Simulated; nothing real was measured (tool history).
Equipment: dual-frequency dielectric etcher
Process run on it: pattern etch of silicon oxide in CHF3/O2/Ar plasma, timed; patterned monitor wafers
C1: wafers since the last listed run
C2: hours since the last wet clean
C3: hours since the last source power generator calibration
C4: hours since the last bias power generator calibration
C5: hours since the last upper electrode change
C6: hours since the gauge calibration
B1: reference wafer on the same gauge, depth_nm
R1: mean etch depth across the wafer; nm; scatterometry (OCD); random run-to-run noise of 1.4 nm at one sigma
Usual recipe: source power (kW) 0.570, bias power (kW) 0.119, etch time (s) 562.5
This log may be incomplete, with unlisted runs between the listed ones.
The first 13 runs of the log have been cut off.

At hour 829.9: upper electrode replaced.
Run 14, hour 849.2: usual settings but source power (kW) 0.460; C1 208; C2 227.8; C3 367.2; C4 207.9; C5 19.3; C6 1464.1; B1 884.9. Result: R1 777.3 nm.
At hour 896.6: gauge calibrated.
Run 15, hour 908.7: usual settings but source power (kW) 0.440, bias power (kW) 0.139, etch time (s) 663.0; C1 267; C2 287.3; C3 426.7; C4 267.4; C5 78.8; C6 12.1; B1 885.1. Result: R1 943.9 nm.
Run 16, hour 1031.8: usual settings but bias power (kW) 0.144; C1 553; C2 410.4; C3 549.8; C4 390.5; C5 201.9; C6 135.2; B1 885.1. Result: R1 888.6 nm.
At hour 1088.6: wet clean of the chamber.
Run 17, hour 1089.1: usual settings but source power (kW) 0.680, etch time (s) 511.0; C1 149; C2 0.5; C3 607.1; C4 447.8; C5 259.2; C6 192.5; B1 885.0. Result: R1 821.9 nm.
Run 18, hour 1145.2: usual settings but source power (kW) 0.660, bias power (kW) 0.145, etch time (s) 491.5; C1 252; C2 56.6; C3 663.2; C4 503.9; C5 315.3; C6 248.6; B1 885.0. Result: R1 832.8 nm.
Run 19, hour 1213.5: usual settings but source power (kW) 0.690, bias power (kW) 0.142, etch time (s) 455.0; C1 307; C2 124.9; C3 731.5; C4 572.2; C5 383.6; C6 316.9; B1 885.0. Result: R1 775.7 nm.
Run 20, hour 1268.3: usual settings but source power (kW) 0.520; C1 246; C2 179.7; C3 786.3; C4 627.0; C5 438.4; C6 371.7; B1 885.2. Result: R1 811.6 nm.
Run 21, hour 1322.8: usual settings but bias power (kW) 0.099, etch time (s) 457.0; C1 245; C2 234.2; C3 840.8; C4 681.5; C5 492.9; C6 426.2; B1 885.1. Result: R1 644.2 nm.
Run 22, hour 1386.5: usual settings; C1 286; C2 297.9; C3 904.5; C4 745.2; C5 556.6; C6 489.9; B1 885.1. Result: R1 839.9 nm.
Run 23, hour 1452.6: usual settings; C1 297; C2 364.0; C3 970.6; C4 811.3; C5 622.7; C6 556.0; B1 884.6. Result: R1 836.8 nm.
Run 24, hour 1510.5: usual settings; C1 260; C2 421.9; C3 1028.5; C4 869.2; C5 680.6; C6 613.9; B1 885.2. Result: R1 835.2 nm.
Run 25, hour 1565.1: usual settings but source power (kW) 0.500, bias power (kW) 0.103, etch time (s) 455.0; C1 245; C2 476.5; C3 1083.1; C4 923.8; C5 735.2; C6 668.5; B1 884.8. Result: R1 614.1 nm.
At hour 1655.0: wet clean of the chamber.
Run 26, hour 1655.5: usual settings but source power (kW) 0.640, etch time (s) 701.0; C1 298; C2 0.5; C3 1173.5; C4 1014.2; C5 825.6; C6 758.9; B1 885.0. Result: R1 1107.1 nm.
Run 27, hour 1686.6: usual settings; C1 139; C2 31.6; C3 1204.6; C4 1045.3; C5 856.7; C6 790.0; B1 885.2. Result: R1 850.5 nm.
Run 28, hour 1753.0: usual settings; C1 298; C2 98.0; C3 1271.0; C4 1111.7; C5 923.1; C6 856.4; B1 885.2. Result: R1 846.7 nm.
Run 29, hour 1787.6: usual settings but source power (kW) 0.520, bias power (kW) 0.098, etch time (s) 605.0; C1 155; C2 132.6; C3 1305.6; C4 1146.3; C5 957.7; C6 891.0; B1 885.1. Result: R1 827.9 nm.
Run 30, hour 1842.2: usual settings; C1 245; C2 187.2; C3 1360.2; C4 1200.9; C5 1012.3; C6 945.6; B1 885.0. Result: R1 844.2 nm.

3 options for the next run, each taken on its own from the tool as it stands now. Forecast them:
Run A, hour 1842.8: usual settings; C1 2; C2 187.8; C3 1360.8; C4 1201.5; C5 1012.9; C6 946.2; B1 ?. Result: R1 ?.
Run B, hour 1842.8: usual settings but source power (kW) 0.690, bias power (kW) 0.101, etch time (s) 696.0; C1 2; C2 187.8; C3 1360.8; C4 1201.5; C5 1012.9; C6 946.2; B1 ?. Result: R1 ?.
Run C, hour 1842.8: usual settings but source power (kW) 0.490; C1 2; C2 187.8; C3 1360.8; C4 1201.5; C5 1012.9; C6 946.2; B1 ?. Result: R1 ?.

run     B1      R1
  A  885.0   843.1
  B  885.0  1066.5
  C  885.0   796.7
What these runs would have given with no unlogged condition in the tool:
run      R1
  A   847.9
  B  1072.6
  C   801.2

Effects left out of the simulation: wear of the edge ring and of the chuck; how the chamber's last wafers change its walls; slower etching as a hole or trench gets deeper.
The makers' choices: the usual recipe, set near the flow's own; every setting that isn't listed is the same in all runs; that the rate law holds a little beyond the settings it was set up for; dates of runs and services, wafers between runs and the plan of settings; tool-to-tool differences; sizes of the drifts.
